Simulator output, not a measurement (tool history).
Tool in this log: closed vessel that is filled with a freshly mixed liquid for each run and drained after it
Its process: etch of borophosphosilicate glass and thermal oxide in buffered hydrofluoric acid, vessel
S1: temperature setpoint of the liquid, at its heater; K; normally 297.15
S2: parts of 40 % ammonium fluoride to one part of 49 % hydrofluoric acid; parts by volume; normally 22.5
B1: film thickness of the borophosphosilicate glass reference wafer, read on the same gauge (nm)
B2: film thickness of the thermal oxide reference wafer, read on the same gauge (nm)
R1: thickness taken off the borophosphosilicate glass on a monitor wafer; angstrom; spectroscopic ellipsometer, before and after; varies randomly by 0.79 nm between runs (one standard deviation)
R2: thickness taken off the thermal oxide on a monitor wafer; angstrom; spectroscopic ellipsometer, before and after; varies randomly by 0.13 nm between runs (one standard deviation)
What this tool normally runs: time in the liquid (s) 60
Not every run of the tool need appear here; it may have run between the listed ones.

Run 1, hour 0: usual settings but time in the liquid (s) 80; B1 40.02; B2 30.03. Result: R1 1394.3 angstrom, R2 475.6 angstrom.
Run 2, hour 12.4: usual settings but time in the liquid (s) 80; B1 40; B2 29.94. Result: R1 1395.4 angstrom, R2 475.6 angstrom.
Run 3, hour 20.9: usual settings; B1 40.02; B2 30.01. Result: R1 1034.2 angstrom, R2 359.4 angstrom.
Run 4, hour 31.1: usual settings; B1 39.97; B2 30. Result: R1 1052.9 angstrom, R2 360.1 angstrom.
Run 5, hour 43.3: usual settings; B1 39.99; B2 29.97. Result: R1 1053.5 angstrom, R2 360.5 angstrom.
Run 6, hour 59.5: usual settings; B1 39.98; B2 30. Result: R1 1040.3 angstrom, R2 361.4 angstrom.
Run 7, hour 72.6: usual settings; B1 40; B2 30. Result: R1 1062.3 angstrom, R2 362.5 angstrom.
Run 8, hour 85.3: usual settings but S1 295.15 K, time in the liquid (s) 75; B1 40.01; B2 29.99. Result: R1 1196.9 angstrom, R2 404.7 angstrom.
Run 9, hour 137.8: usual settings but S1 295.15 K, time in the liquid (s) 75; B1 39.97; B2 30.03. Result: R1 1197.5 angstrom, R2 411.8 angstrom.
Run 10, hour 149.7: usual settings but S1 295.15 K, time in the liquid (s) 75; B1 40.02; B2 29.95. Result: R1 1191.6 angstrom, R2 412.7 angstrom.
Run 11, hour 156.7: usual settings but time in the liquid (s) 35; B1 39.98; B2 30.02. Result: R1 623.1 angstrom, R2 216.9 angstrom.
At hour 168.1: hydrofluoric acid flow meter replaced.
Run 12, hour 172.8: usual settings but S1 295.15 K, time in the liquid (s) 75; B1 40.01; B2 30.02. Result: R1 1206.5 angstrom, R2 413.9 angstrom.
At hour 183.6: gauge calibrated.
Run 13, hour 189.5: usual settings but S2 28 parts by volume, time in the liquid (s) 45; B1 39.96; B2 30.01. Result: R1 705.8 angstrom, R2 239.1 angstrom.
Run 14, hour 203.9: usual settings but S1 301.15 K, S2 25 parts by volume, time in the liquid (s) 35; B1 40.01; B2 29.98. Result: R1 726.5 angstrom, R2 250.2 angstrom.
At hour 210: thermometer replaced.
Run 15, hour 211.1: usual settings but time in the liquid (s) 90; B1 40; B2 30. Result: R1 1408.1 angstrom, R2 482.4 angstrom.
Run 16, hour 220.1: usual settings but S1 292.65 K, S2 30 parts by volume, time in the liquid (s) 80; B1 39.94; B2 29.93. Result: R1 810.9 angstrom, R2 275.8 angstrom.
Run 17, hour 234.3: usual settings; B1 40.01; B2 30. Result: R1 941 angstrom, R2 324 angstrom.
Run 18, hour 248.1: usual settings but S1 294.15 K, time in the liquid (s) 80; B1 39.99; B2 30.02. Result: R1 1069.6 angstrom, R2 366.7 angstrom.
Run 19, hour 258.4: usual settings but S2 19.5 parts by volume, time in the liquid (s) 75; B1 40; B2 29.99. Result: R1 1322.6 angstrom, R2 455.8 angstrom.
Run 20, hour 268.1: usual settings but S1 301.15 K, S2 17 parts by volume, time in the liquid (s) 40; B1 39.99; B2 30.04. Result: R1 1010.2 angstrom, R2 344.5 angstrom.
Run 21, hour 279.9: usual settings but S1 292.65 K; B1 40.02; B2 29.97. Result: R1 750.9 angstrom, R2 257.6 angstrom.
Run 22, hour 290.1: usual settings but S2 16 parts by volume; B1 40.05; B2 29.99. Result: R1 1306 angstrom, R2 445 angstrom.
Run 23, hour 303.6: usual settings but S2 30 parts by volume, time in the liquid (s) 45; B1 39.98; B2 29.97. Result: R1 596.9 angstrom, R2 203.4 angstrom.

Consider 5 possible next runs. They are alternatives, not a sequence: every one starts from the tool as it was left by run 23. What does each give?
Run A, hour 304.3: usual settings but S2 25 parts by volume; B1 ?; B2 ?. Result: R1 ?, R2 ?.
Run B, hour 304.3: usual settings but S1 302.15 K, S2 13.5 parts by volume; B1 ?; B2 ?. Result: R1 ?, R2 ?.
Run C, hour 304.3: usual settings but S1 301.15 K; B1 ?; B2 ?. Result: R1 ?, R2 ?.
Run D, hour 304.3: usual settings but S2 27 parts by volume; B1 ?; B2 ?. Result: R1 ?, R2 ?.
Run E, hour 304.3: usual settings but S1 295.65 K; B1 ?; B2 ?. Result: R1 ?, R2 ?.

run  B1     B2      R1     R2
  A  40  29.99   900.5  308.9
  B  40  29.99    2019  692.8
  C  40  29.99  1199.6  412.1
  D  40  29.99   853.9    293
  E  40  29.99   892.6  305.9
What these runs would have given with no unlogged condition in the tool:
run      R1     R2
  A   874.5  299.9
  B  1962.8  673.4
  C  1165.8  400.4
  D   829.2  284.4
  E   866.7  296.9
